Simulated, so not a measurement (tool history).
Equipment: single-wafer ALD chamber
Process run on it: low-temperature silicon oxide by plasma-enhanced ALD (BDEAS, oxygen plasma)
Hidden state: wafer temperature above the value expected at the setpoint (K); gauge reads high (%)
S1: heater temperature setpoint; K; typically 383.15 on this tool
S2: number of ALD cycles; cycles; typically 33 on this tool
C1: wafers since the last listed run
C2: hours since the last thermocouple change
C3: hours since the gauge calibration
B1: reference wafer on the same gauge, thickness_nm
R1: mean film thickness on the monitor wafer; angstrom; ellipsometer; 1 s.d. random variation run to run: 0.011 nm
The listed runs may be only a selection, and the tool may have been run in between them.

Run 1, hour 0: usual settings; C1 0; C2 988.1; C3 1834.5; B1 4.939. Result: R1 43.18 angstrom.
Run 2, hour 54.9: usual settings; C1 566; C2 1043; C3 1889.4; B1 4.942. Result: R1 43.19 angstrom.
Run 3, hour 148.6: usual settings; C1 967; C2 1136.7; C3 1983.1; B1 4.94. Result: R1 43.21 angstrom.
Run 4, hour 204.4: usual settings; C1 576; C2 1192.5; C3 2038.9; B1 4.94. Result: R1 43.11 angstrom.
Run 5, hour 261.5: usual settings but S1 394.15 K; C1 589; C2 1249.6; C3 2096; B1 4.939. Result: R1 42.04 angstrom.
Run 6, hour 368: usual settings but S1 394.15 K; C1 1099; C2 1356.1; C3 2202.5; B1 4.939. Result: R1 42.12 angstrom.
Run 7, hour 449: usual settings but S1 394.15 K; C1 836; C2 1437.1; C3 2283.5; B1 4.941. Result: R1 42.18 angstrom.
Run 8, hour 505: usual settings; C1 578; C2 1493.1; C3 2339.5; B1 4.939. Result: R1 43.07 angstrom.
Run 9, hour 689.3: usual settings; C1 1903; C2 1677.4; C3 2523.8; B1 4.94. Result: R1 43.22 angstrom.
Run 10, hour 855.3: usual settings; C1 1714; C2 1843.4; C3 2689.8; B1 4.94. Result: R1 43.24 angstrom.
Run 11, hour 926.1: usual settings but S2 28 cycles; C1 731; C2 1914.2; C3 2760.6; B1 4.937. Result: R1 36.59 angstrom.
At hour 1001.5: thermocouple changed; heater temperature recalibrated.
Run 12, hour 1006.6: usual settings but S2 28 cycles; C1 748; C2 5.1; C3 2841.1; B1 4.944. Result: R1 36.42 angstrom.
Run 13, hour 1066.4: usual settings but S1 393.15 K; C1 617; C2 64.9; C3 2900.9; B1 4.94. Result: R1 42.05 angstrom.
Run 14, hour 1187.3: usual settings but S1 393.15 K; C1 1248; C2 185.8; C3 3021.8; B1 4.941. Result: R1 41.95 angstrom.
Run 15, hour 1262: usual settings but S1 393.15 K; C1 771; C2 260.5; C3 3096.5; B1 4.941. Result: R1 41.91 angstrom.
Run 16, hour 1358.8: usual settings; C1 999; C2 357.3; C3 3193.3; B1 4.941. Result: R1 43.14 angstrom.
Run 17, hour 1444.9: usual settings; C1 889; C2 443.4; C3 3279.4; B1 4.94. Result: R1 43.12 angstrom.
Run 18, hour 1716.6: usual settings; C1 2805; C2 715.1; C3 3551.1; B1 4.938. Result: R1 43.09 angstrom.
Run 19, hour 1810.7: usual settings; C1 971; C2 809.2; C3 3645.2; B1 4.941. Result: R1 43.11 angstrom.
Run 20, hour 1861.8: usual settings but S1 372.15 K; C1 527; C2 860.3; C3 3696.3; B1 4.94. Result: R1 44.61 angstrom.
Run 21, hour 1898.5: usual settings but S1 372.15 K; C1 378; C2 897; C3 3733; B1 4.941. Result: R1 44.75 angstrom.
Run 22, hour 1934.5: usual settings but S1 393.15 K; C1 371; C2 933; C3 3769; B1 4.937. Result: R1 42.26 angstrom.
Run 23, hour 1988.4: usual settings; C1 556; C2 986.9; C3 3822.9; B1 4.942. Result: R1 43.19 angstrom.
At hour 1990.3: gauge calibrated.
Run 24, hour 2052: usual settings; C1 656; C2 1050.5; C3 61.7; B1 4.94. Result: R1 43.17 angstrom.
Run 25, hour 2158.9: usual settings but S1 375.15 K, S2 27 cycles; C1 1103; C2 1157.4; C3 168.6; B1 4.94. Result: R1 36.45 angstrom.
Run 26, hour 2234.5: usual settings but S1 394.15 K, S2 39 cycles; C1 780; C2 1233; C3 244.2; B1 4.942. Result: R1 49.89 angstrom.
Run 27, hour 2284.8: usual settings but S1 392.15 K, S2 38 cycles; C1 519; C2 1283.3; C3 294.5; B1 4.94. Result: R1 48.77 angstrom.
Run 28, hour 2377.9: usual settings but S1 398.15 K, S2 40 cycles; C1 961; C2 1376.4; C3 387.6; B1 4.939. Result: R1 50.78 angstrom.
Run 29, hour 2469.9: usual settings but S1 395.15 K, S2 39 cycles; C1 950; C2 1468.4; C3 479.6; B1 4.94. Result: R1 49.75 angstrom.
Run 30, hour 2520.4: usual settings but S1 389.15 K; C1 521; C2 1518.9; C3 530.1; B1 4.939. Result: R1 42.89 angstrom.
Run 31, hour 2716.8: usual settings but S1 388.15 K, S2 38 cycles; C1 2028; C2 1715.3; C3 726.5; B1 4.944. Result: R1 49.29 angstrom.
At hour 2743.5: thermocouple changed; heater temperature recalibrated.
Run 32, hour 2763.5: usual settings but S1 372.15 K, S2 37 cycles; C1 399; C2 20; C3 773.2; B1 4.938. Result: R1 48.98 angstrom.
Run 33, hour 2963.7: usual settings but S1 394.15 K, S2 40 cycles; C1 2067; C2 220.2; C3 973.4; B1 4.94. Result: R1 50.8 angstrom.
Run 34, hour 3060.4: usual settings but S1 393.15 K, S2 39 cycles; C1 998; C2 316.9; C3 1070.1; B1 4.939. Result: R1 49.49 angstrom.
Run 35, hour 3116.6: usual settings; C1 580; C2 373.1; C3 1126.3; B1 4.939. Result: R1 42.92 angstrom.
Run 36, hour 3213.1: usual settings; C1 996; C2 469.6; C3 1222.8; B1 4.94. Result: R1 42.89 angstrom.
Run 37, hour 3258.6: usual settings; C1 469; C2 515.1; C3 1268.3; B1 4.94. Result: R1 43.05 angstrom.
Run 38, hour 3334.6: usual settings but S1 396.15 K; C1 784; C2 591.1; C3 1344.3; B1 4.94. Result: R1 41.84 angstrom.
Run 39, hour 3374.6: usual settings but S1 397.15 K, S2 27 cycles; C1 413; C2 631.1; C3 1384.3; B1 4.939. Result: R1 34.15 angstrom.
Run 40, hour 3526.9: usual settings but S1 393.15 K; C1 1572; C2 783.4; C3 1536.6; B1 4.943. Result: R1 42.15 angstrom.
Run 41, hour 3629.1: usual settings but S1 368.15 K, S2 36 cycles; C1 1055; C2 885.6; C3 1638.8; B1 4.938. Result: R1 49.38 angstrom.
Run 42, hour 3713.5: usual settings but S1 398.15 K, S2 30 cycles; C1 871; C2 970; C3 1723.2; B1 4.941. Result: R1 37.95 angstrom.
Run 43, hour 3784.9: usual settings but S1 394.15 K, S2 27 cycles; C1 737; C2 1041.4; C3 1794.6; B1 4.94. Result: R1 34.46 angstrom.

Measured minus without-hidden-state, run by run (identical run-to-run variation in each term; gauge scatter may differ):
run     R1
  1  +0.44
  2  +0.45
  3  +0.47
  4  +0.47
  5  +0.48
  6  +0.49
  7   +0.5
  8  +0.51
  9  +0.52
 10  +0.53
 11  +0.45
 12  +0.04
 13   +0.1
 14  +0.19
 15  +0.23
 16  +0.29
 17  +0.33
 18  +0.43
 19  +0.45
 20  +0.92
 21  +0.94
 22  +0.48
 23  +0.49
 24   +0.5
 25   +0.8
 26  +0.62
 27  +0.61
 28  +0.66
 29  +0.65
 30  +0.56
 31  +0.66
 32  -0.15
 33   +0.1
 34  +0.16
 35  +0.16
 36   +0.2
 37  +0.22
 38  +0.25
 39  +0.22
 40  +0.31
 41  +0.73
 42  +0.32
 43   +0.3
